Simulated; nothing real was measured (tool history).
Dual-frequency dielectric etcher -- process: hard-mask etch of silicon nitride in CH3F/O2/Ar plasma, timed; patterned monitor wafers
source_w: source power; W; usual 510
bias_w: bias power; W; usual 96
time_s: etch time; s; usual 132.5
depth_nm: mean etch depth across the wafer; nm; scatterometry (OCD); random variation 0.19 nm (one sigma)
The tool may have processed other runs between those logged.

| run | hour | source_w | bias_w | time_s | wafers since the last listed run | hours since the last wet clean | hours since the last source power generator calibration | hours since the last bias power generator calibration | hours since the last upper electrode change | hours since the gauge calibration | read-back reference wafer on the same gauge, depth_nm | depth_nm |
|---|---|---|---|---|---|---|---|---|---|---|---|---|
| 1 | 0 | 510 | 96 | 132.5 | 0 | 8.9 | 3790.2 | 3194.4 | 3442.6 | 362.8 | 143 | 123.3 |
| 2 | 6.5 | 510 | 96 | 132.5 | 60 | 15.4 | 3796.7 | 3200.9 | 3449.1 | 369.3 | 143 | 123.2 |
|  | 11.1 | gauge calibrated |
| 3 | 14.8 | 510 | 96 | 132.5 | 77 | 23.7 | 3805 | 3209.2 | 3457.4 | 3.7 | 143 | 123.2 |
|  | 40 | upper electrode replaced |
| 4 | 45.6 | 510 | 96 | 132.5 | 63 | 54.5 | 3835.8 | 3240 | 5.6 | 34.5 | 143 | 123.1 |
| 5 | 55.3 | 510 | 96 | 132.5 | 90 | 64.2 | 3845.5 | 3249.7 | 15.3 | 44.2 | 143 | 123.2 |
| 6 | 73.2 | 510 | 96 | 132.5 | 167 | 82.1 | 3863.4 | 3267.6 | 33.2 | 62.1 | 143 | 123.5 |
| 7 | 84.6 | 510 | 96 | 132.5 | 106 | 93.5 | 3874.8 | 3279 | 44.6 | 73.5 | 143 | 123.3 |
| 8 | 91.5 | 510 | 96 | 132.5 | 64 | 100.4 | 3881.7 | 3285.9 | 51.5 | 80.4 | 143 | 123.4 |
| 9 | 108.7 | 510 | 78 | 132.5 | 161 | 117.6 | 3898.9 | 3303.1 | 68.7 | 97.6 | 143 | 116.5 |
| 10 | 120.4 | 390 | 96 | 132.5 | 109 | 129.3 | 3910.6 | 3314.8 | 80.4 | 109.3 | 143 | 113.1 |
| 11 | 135.6 | 510 | 96 | 157 | 142 | 144.5 | 3925.8 | 3330 | 95.6 | 124.5 | 143 | 145.7 |
| 12 | 141.7 | 510 | 76 | 103 | 57 | 150.6 | 3931.9 | 3336.1 | 101.7 | 130.6 | 143 | 89.8 |
| 13 | 156.1 | 410 | 84 | 94 | 134 | 165 | 3946.3 | 3350.5 | 116.1 | 145 | 143 | 78.4 |
| 14 | 163 | 590 | 116 | 103 | 64 | 171.9 | 3953.2 | 3357.4 | 123 | 151.9 | 143 | 105.8 |
| 15 | 175.9 | 380 | 96 | 132.5 | 120 | 184.8 | 3966.1 | 3370.3 | 135.9 | 164.8 | 143 | 112.1 |
| 16 | 190.3 | 510 | 96 | 132.5 | 134 | 199.2 | 3980.5 | 3384.7 | 150.3 | 179.2 | 143 | 123.2 |
|  | 199.8 | bias power generator calibrated |
| 17 | 200.6 | 640 | 96 | 132.5 | 58 | 209.5 | 3990.8 | 0.8 | 160.6 | 189.5 | 143 | 132.6 |
| 18 | 208 | 380 | 96 | 132.5 | 69 | 216.9 | 3998.2 | 8.2 | 168 | 196.9 | 143 | 112.2 |
| 19 | 238.2 | 510 | 96 | 132.5 | 282 | 247.1 | 4028.4 | 38.4 | 198.2 | 227.1 | 143 | 123 |
| 20 | 245.8 | 510 | 96 | 132.5 | 71 | 254.7 | 4036 | 46 | 205.8 | 234.7 | 143 | 123.1 |
| 21 | 254.5 | 510 | 96 | 132.5 | 81 | 263.4 | 4044.7 | 54.7 | 214.5 | 243.4 | 143 | 122.5 |
|  | 269.7 | source power generator calibrated |
| 22 | 270.2 | 510 | 96 | 115.5 | 109 | 279.1 | 0.5 | 70.4 | 230.2 | 259.1 | 143 | 107 |
| 23 | 319.1 | 440 | 77 | 170 | 457 | 328 | 49.4 | 119.3 | 279.1 | 308 | 143 | 141.5 |
| 24 | 333.5 | 630 | 107 | 100 | 134 | 342.4 | 63.8 | 133.7 | 293.5 | 322.4 | 143 | 102.2 |
| 25 | 345.5 | 410 | 73 | 105.5 | 112 | 354.4 | 75.8 | 145.7 | 305.5 | 334.4 | 143 | 84.9 |
| 26 | 359.3 | 590 | 85 | 170 | 129 | 368.2 | 89.6 | 159.5 | 319.3 | 348.2 | 143 | 160.1 |
| 27 | 370.6 | 510 | 96 | 132.5 | 105 | 379.5 | 100.9 | 170.8 | 330.6 | 359.5 | 143 | 122.2 |
| 28 | 404.9 | 390 | 83 | 144.5 | 321 | 413.8 | 135.2 | 205.1 | 364.9 | 393.8 | 143 | 118.1 |
|  | 409.9 | gauge calibrated |
| 29 | 417.6 | 430 | 76 | 132.5 | 118 | 426.5 | 147.9 | 217.8 | 377.6 | 7.7 | 143 | 108.8 |

Subtracting, for every run, the result it would have given without the tool's unlogged condition from the measured result gives the following. The same run-to-run variation enters both numbers; the gauge's scatter may not:
Hidden state present: etch rate over this chamber's usual, %; source power that arrives over what is set, %; bias power that arrives over what is set, %; gauge reads high (%).
| run | depth_nm |
|---|---|
| 1 | -0.2 |
| 2 | -0.2 |
| 3 | -0.2 |
| 4 | -0.3 |
| 5 | -0.4 |
| 6 | -0.4 |
| 7 | -0.5 |
| 8 | -0.4 |
| 9 | -0.5 |
| 10 | -0.6 |
| 11 | -0.7 |
| 12 | -0.5 |
| 13 | -0.4 |
| 14 | -0.6 |
| 15 | -0.6 |
| 16 | -0.8 |
| 17 | -0.9 |
| 18 | -0.8 |
| 19 | -1 |
| 20 | -0.9 |
| 21 | -1 |
| 22 | -0.9 |
| 23 | -1.3 |
| 24 | -1 |
| 25 | -0.8 |
| 26 | -1.6 |
| 27 | -1.4 |
| 28 | -1.4 |
| 29 | -1.3 |
